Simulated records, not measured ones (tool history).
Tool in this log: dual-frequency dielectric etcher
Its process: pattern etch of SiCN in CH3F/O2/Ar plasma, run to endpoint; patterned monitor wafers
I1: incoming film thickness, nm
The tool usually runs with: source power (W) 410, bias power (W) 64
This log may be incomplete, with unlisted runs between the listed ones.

{"run": 1, "hour": 0.0, "source power (W)": 410, "bias power (W)": 64, "I1": 5.93, "endpoint time (s)": 15.3}
{"run": 2, "hour": 24.4, "source power (W)": 410, "bias power (W)": 64, "I1": 5.9, "endpoint time (s)": 15.3}
{"run": 3, "hour": 47.2, "source power (W)": 410, "bias power (W)": 64, "I1": 5.9, "endpoint time (s)": 15.2}
{"run": 4, "hour": 77.2, "source power (W)": 460, "bias power (W)": 64, "I1": 5.91, "endpoint time (s)": 14.5}
{"run": 5, "hour": 94.3, "source power (W)": 460, "bias power (W)": 64, "I1": 5.91, "endpoint time (s)": 14.5}
{"run": 6, "hour": 119.4, "source power (W)": 460, "bias power (W)": 64, "I1": 5.9, "endpoint time (s)": 14.4}
{"run": 7, "hour": 139.9, "source power (W)": 410, "bias power (W)": 64, "I1": 5.9, "endpoint time (s)": 15.4}
{"run": 8, "hour": 174.0, "source power (W)": 430, "bias power (W)": 75, "I1": 5.9, "endpoint time (s)": 14.4}
{"run": 9, "hour": 216.1, "source power (W)": 410, "bias power (W)": 64, "I1": 5.87, "endpoint time (s)": 15.2}
{"run": 10, "hour": 241.9, "source power (W)": 410, "bias power (W)": 64, "I1": 5.93, "endpoint time (s)": 15.3}
{"run": 11, "hour": 250.9, "source power (W)": 410, "bias power (W)": 64, "I1": 5.89, "endpoint time (s)": 15.2}
{"run": 12, "hour": 286.8, "source power (W)": 410, "bias power (W)": 64, "I1": 5.9, "endpoint time (s)": 15.2}
{"run": 13, "hour": 311.2, "source power (W)": 440, "bias power (W)": 73, "I1": 5.9, "endpoint time (s)": 14.2}
{"run": 14, "hour": 335.8, "source power (W)": 410, "bias power (W)": 64, "I1": 5.82, "endpoint time (s)": 15.0}
{"run": 15, "hour": 363.4, "source power (W)": 410, "bias power (W)": 53, "I1": 5.89, "endpoint time (s)": 15.8}
{"run": 16, "hour": 382.5, "source power (W)": 370, "bias power (W)": 74, "I1": 5.92, "endpoint time (s)": 15.6}
{"run": 17, "hour": 399.1, "source power (W)": 500, "bias power (W)": 53, "I1": 5.88, "endpoint time (s)": 14.3}
{"run": 18, "hour": 423.8, "source power (W)": 410, "bias power (W)": 60, "I1": 5.88, "endpoint time (s)": 15.5}
{"run": 19, "hour": 452.0, "source power (W)": 370, "bias power (W)": 64, "I1": 5.94, "endpoint time (s)": 16.4}
{"run": 20, "hour": 483.3, "source power (W)": 410, "bias power (W)": 64, "I1": 5.88, "endpoint time (s)": 15.4}
{"run": 21, "hour": 496.9, "source power (W)": 360, "bias power (W)": 68, "I1": 5.93, "endpoint time (s)": 16.3}
{"run": 22, "hour": 542.1, "source power (W)": 440, "bias power (W)": 80, "I1": 5.86, "endpoint time (s)": 13.7}
{"run": 23, "hour": 542.4, "source power (W)": 490, "bias power (W)": 71, "I1": 5.84, "endpoint time (s)": 13.4}
{"run": 24, "hour": 558.6, "source power (W)": 410, "bias power (W)": 64, "I1": 5.9, "endpoint time (s)": 15.2}
{"run": 25, "hour": 589.0, "source power (W)": 410, "bias power (W)": 51, "I1": 5.91, "endpoint time (s)": 16.1}
{"run": 26, "hour": 617.8, "source power (W)": 410, "bias power (W)": 64, "I1": 5.85, "endpoint time (s)": 15.1}
{"run": 27, "hour": 649.0, "source power (W)": 330, "bias power (W)": 69, "I1": 5.93, "endpoint time (s)": 17.0}
{"run": 28, "hour": 662.9, "source power (W)": 380, "bias power (W)": 80, "I1": 5.87, "endpoint time (s)": 14.9}
{"run": 29, "hour": 684.7, "source power (W)": 440, "bias power (W)": 75, "I1": 5.89, "endpoint time (s)": 14.3}

Not shown here: 5 entries made in the log between runs. Locate each between two listed runs and compare the hidden state at the listed run before it with the hidden state at the listed run after it:
Between runs 8 and 9: source power generator calibrated (hour 212.8); wet clean of the chamber (hour 215.6)
  etch rate over this chamber's usual, %: -1.81 -> 0.139
Between runs 9 and 10: upper electrode replaced (hour 241.4)
  etch rate over this chamber's usual, %: 0.139 -> -0.00645
Between runs 16 and 17: bias power generator calibrated (hour 398.6)
  etch rate over this chamber's usual, %: -0.799 -> -0.893
Between runs 21 and 22: wet clean of the chamber (hour 541.6)
  etch rate over this chamber's usual, %: -1.44 -> -0.438
